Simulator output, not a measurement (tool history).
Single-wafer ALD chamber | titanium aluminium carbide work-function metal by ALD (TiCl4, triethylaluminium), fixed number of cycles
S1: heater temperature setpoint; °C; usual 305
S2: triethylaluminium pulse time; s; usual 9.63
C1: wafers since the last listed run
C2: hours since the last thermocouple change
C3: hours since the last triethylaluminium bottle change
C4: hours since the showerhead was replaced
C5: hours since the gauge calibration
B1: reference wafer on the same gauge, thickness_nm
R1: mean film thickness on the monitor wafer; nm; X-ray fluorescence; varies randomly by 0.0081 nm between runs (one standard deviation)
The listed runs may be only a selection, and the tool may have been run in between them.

| run | hour | S1 | S2 | C1 | C2 | C3 | C4 | C5 | B1 | R1 |
|---|---|---|---|---|---|---|---|---|---|---|
| 1 | 0.0 | 305 | 6.59 | 0 | 320.3 | 430.5 | 1686.7 | 375.7 | 2.141 | 1.670 |
| 2 | 27.6 | 305 | 6.59 | 263 | 347.9 | 458.1 | 1714.3 | 403.3 | 2.146 | 1.671 |
| 3 | 56.1 | 305 | 10.50 | 271 | 376.4 | 486.6 | 1742.8 | 431.8 | 2.140 | 1.931 |
| 4 | 154.1 | 305 | 10.50 | 934 | 474.4 | 584.6 | 1840.8 | 529.8 | 2.140 | 1.927 |
| 5 | 188.4 | 305 | 11.22 | 327 | 508.7 | 618.9 | 1875.1 | 564.1 | 2.140 | 1.961 |
| 6 | 206.8 | 305 | 11.22 | 175 | 527.1 | 637.3 | 1893.5 | 582.5 | 2.143 | 1.959 |
| 7 | 224.5 | 305 | 11.22 | 168 | 544.8 | 655.0 | 1911.2 | 600.2 | 2.143 | 1.950 |
| 8 | 247.8 | 305 | 10.42 | 222 | 568.1 | 678.3 | 1934.5 | 623.5 | 2.143 | 1.939 |
| 9 | 260.3 | 305 | 9.63 | 119 | 580.6 | 690.8 | 1947.0 | 636.0 | 2.136 | 1.913 |
| 10 | 272.4 | 305 | 9.63 | 115 | 592.7 | 702.9 | 1959.1 | 648.1 | 2.141 | 1.929 |
| 11 | 300.1 | 305 | 9.63 | 264 | 620.4 | 730.6 | 1986.8 | 675.8 | 2.144 | 1.909 |
| 12 | 319.5 | 305 | 9.63 | 185 | 639.8 | 750.0 | 2006.2 | 695.2 | 2.140 | 1.922 |
| 13 | 344.4 | 305 | 6.95 | 237 | 664.7 | 774.9 | 2031.1 | 720.1 | 2.141 | 1.732 |
| 14 | 361.9 | 305 | 11.99 | 166 | 682.2 | 792.4 | 2048.6 | 737.6 | 2.142 | 1.961 |
| 15 | 376.1 | 294 | 9.63 | 135 | 696.4 | 806.6 | 2062.8 | 751.8 | 2.142 | 1.848 |

What will run 16 give?
|  | 396.3 | gauge calibrated |
| 16 | 409.5 | 311 | 12.88 | 318 | 729.8 | 840.0 | 2096.2 | 13.2 | ? | ? |

{"run 16": {"B1": 2.139, "R1": 2.023}}
Were there no unlogged condition in the tool, this run, its random variation unchanged, would have produced R1 1.979 nm.

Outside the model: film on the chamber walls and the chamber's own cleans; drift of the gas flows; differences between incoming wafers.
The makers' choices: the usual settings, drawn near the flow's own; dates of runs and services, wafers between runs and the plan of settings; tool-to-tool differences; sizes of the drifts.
